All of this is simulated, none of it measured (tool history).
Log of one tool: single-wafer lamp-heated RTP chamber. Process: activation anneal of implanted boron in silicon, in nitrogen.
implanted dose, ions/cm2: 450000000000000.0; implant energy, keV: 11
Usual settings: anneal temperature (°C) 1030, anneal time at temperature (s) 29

run	day	anneal temperature (°C)	anneal time at temperature (s)	wafers since the last listed run	wafers since the last pyrometer calibration	wafers since the reflector plate was cleaned	hours since the gauge calibration	read-back reference wafer on the same gauge, sheet resistance	sheet resistance of the implanted and annealed layer (ohm/square)
1	0	1039	29	0	6085	5404	187.9	200.06	234.76
2	0.325	1030	29	83	6169	5488	195.7	200.17	235.49
3	1.029	1030	29	181	6350	5669	212.6	200.11	235.19
4	2.267	1030	29	319	6670	5989	242.3	200.06	234.88
5	2.829	1030	29	145	6815	6134	255.8	199.98	235.65
6	3.108	1030	17	71	6887	6206	262.5	199.99	236.51
7	3.758	1030	17	167	7054	6373	278.1	199.99	236.39
8	4.042	1030	17	73	7127	6446	284.9	199.98	236.64
9	4.633	1030	21	152	7280	6599	299.1	199.97	236.31
10	5.212	1030	21	149	7429	6748	313	199.89	235.8
# day 5.658: pyrometer window cleaned and pyrometer calibrated
11	7.212	1030	29	429	400	7178	361	199.9	234.95
12	7.65	1030	29	112	513	7291	371.5	199.87	235.6
13	8.167	1030	29	133	647	7424	383.9	199.84	235.69
14	8.775	1030	29	156	803	7581	398.5	199.9	234.57
15	9.383	1030	29	156	960	7738	413.1	199.84	234.82
16	9.871	1030	29	125	1086	7864	424.8	199.8	234.92
17	10.512	1056	35	165	1252	8029	440.2	199.78	232.48
18	10.988	1057	24	122	1374	8152	451.6	199.75	234.36
19	11.296	1030	29	79	1454	8231	459	199.71	234.89
# day 11.954: reflector plate cleaned
20	11.975	1045	40	89	1543	5	475.3	199.77	232.85
21	12.25	1030	29	70	1614	76	481.9	199.76	235.03
22	12.512	1030	29	67	1681	143	488.2	199.69	234.51
23	13.012	1030	29	128	1810	272	500.2	199.77	234.27
# day 13.475: gauge calibrated
24	13.7	1011	36	177	1988	450	5.4	200.88	236.75
25	14.008	1058	42	79	2067	529	12.8	200.79	232.12
26	14.704	1030	29	179	2247	708	29.5	200.64	235.7
27	15.296	1053	15	152	2399	861	43.7	200.56	236.19
28	15.971	1030	21	174	2573	1035	59.9	200.47	236.86
29	16.583	1013	21	157	2731	1193	74.6	200.47	238.26
30	17.279	1042	29	179	2911	1373	91.3	200.33	235.03
31	17.7	1015	42	108	3019	1481	101.4	200.28	235.95
32	18.233	1053	45	137	3157	1619	114.2	200.29	232.21
33	18.779	1030	20	140	3298	1759	127.3	200.25	236.38
34	19.4	1030	45	160	3458	1920	142.2	200.19	234.15
35	19.954	1030	29	142	3601	2062	155.5	200.11	235.59
36	20.567	1060	36	157	3759	2220	170.2	200.07	232.63

Some steps in sheet resistance of the implanted and annealed layer (ohm/square) between neighbouring runs. How much of each would the tool show without its hidden state too (settings, what came in, random variation), and how much is left for the hidden state, with any gauge scatter that isn't in both results?
The hidden state here: true wafer temperature minus pyrometer reading, K; wafer temperature error from the tarnished reflector plate, K; gauge reads high (%).
Run 23 -> 24: anneal temperature (°C) 1030 -> 1011, anneal time at temperature (s) 29 -> 36, gauge calibrated. sheet resistance of the implanted and annealed layer (ohm/square) +2.48: hidden state +1.29, all else +1.19.
Run 24 -> 25: anneal temperature (°C) 1011 -> 1058, anneal time at temperature (s) 36 -> 42. sheet resistance of the implanted and annealed layer (ohm/square) -4.63: hidden state -0.06, all else -4.57.
Run 25 -> 26: anneal temperature (°C) 1058 -> 1030, anneal time at temperature (s) 42 -> 29. sheet resistance of the implanted and annealed layer (ohm/square) +3.58: hidden state -0.14, all else +3.72.
Run 27 -> 28: anneal temperature (°C) 1053 -> 1030, anneal time at temperature (s) 15 -> 21. sheet resistance of the implanted and annealed layer (ohm/square) +0.67: hidden state -0.11, all else +0.78.
Run 31 -> 32: anneal temperature (°C) 1015 -> 1053, anneal time at temperature (s) 42 -> 45. sheet resistance of the implanted and annealed layer (ohm/square) -3.74: hidden state -0.06, all else -3.68.
Run 32 -> 33: anneal temperature (°C) 1053 -> 1030, anneal time at temperature (s) 45 -> 20. sheet resistance of the implanted and annealed layer (ohm/square) +4.17: hidden state -0.07, all else +4.24.
